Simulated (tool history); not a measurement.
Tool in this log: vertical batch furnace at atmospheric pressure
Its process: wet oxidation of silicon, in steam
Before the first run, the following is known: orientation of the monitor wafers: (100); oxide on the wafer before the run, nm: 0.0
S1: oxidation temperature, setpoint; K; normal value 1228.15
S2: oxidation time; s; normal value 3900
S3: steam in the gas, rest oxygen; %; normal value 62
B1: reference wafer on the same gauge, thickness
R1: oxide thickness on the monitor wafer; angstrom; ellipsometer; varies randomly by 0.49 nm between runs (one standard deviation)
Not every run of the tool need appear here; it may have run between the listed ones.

| run | hour | S1 | S2 | S3 | B1 | R1 |
|---|---|---|---|---|---|---|
| 1 | 0.0 | 1228.15 | 3900 | 62 | 192.98 | 2143.0 |
| 2 | 33.2 | 1228.15 | 3900 | 62 | 193.03 | 2141.5 |
| 3 | 50.0 | 1210.15 | 3900 | 62 | 192.93 | 1758.9 |
| 4 | 85.0 | 1210.15 | 3900 | 62 | 192.99 | 1761.7 |
| 5 | 113.9 | 1248.15 | 3900 | 62 | 192.97 | 2598.1 |
| 6 | 142.6 | 1248.15 | 3900 | 62 | 193.08 | 2611.7 |
| 7 | 172.1 | 1228.15 | 4380 | 62 | 192.97 | 2343.1 |
|  | 204.7 | thermocouples replaced and temperature profile calibrated |
| 8 | 207.5 | 1228.15 | 4380 | 62 | 193.01 | 2329.0 |
|  | 209.2 | gauge calibrated |
| 9 | 228.4 | 1220.15 | 3210 | 62 | 193.00 | 1646.5 |
| 10 | 249.8 | 1228.15 | 3900 | 62 | 193.02 | 2113.4 |
| 11 | 279.0 | 1240.15 | 5490 | 56 | 192.91 | 2880.1 |
|  | 304.9 | steam generator serviced |
| 12 | 305.4 | 1242.15 | 2760 | 62 | 193.03 | 1960.4 |
| 13 | 309.3 | 1213.15 | 5130 | 68 | 192.96 | 2593.1 |
| 14 | 325.5 | 1246.15 | 5220 | 70 | 193.06 | 3676.1 |
| 15 | 359.4 | 1238.15 | 2010 | 62 | 192.91 | 1440.4 |
| 16 | 384.0 | 1219.15 | 3900 | 52 | 193.04 | 1753.0 |
| 17 | 409.8 | 1228.15 | 3900 | 62 | 193.05 | 2242.6 |

Alternative continuations, all from the tool just after run 17; predict every row:
| A | 413.8 | 1228.15 | 3900 | 62 | ? | ? |
| B | 413.8 | 1241.15 | 3900 | 52 | ? | ? |
| C | 413.8 | 1213.15 | 2550 | 71 | ? | ? |

| run | B1 | R1 |
|---|---|---|
| A | 192.93 | 2237.7 |
| B | 192.93 | 2219.3 |
| C | 192.93 | 1486.5 |
With no hidden state in the tool, these same runs would have given:
| run | R1 |
|---|---|
| A | 2247.2 |
| B | 2228.6 |
| C | 1493.2 |
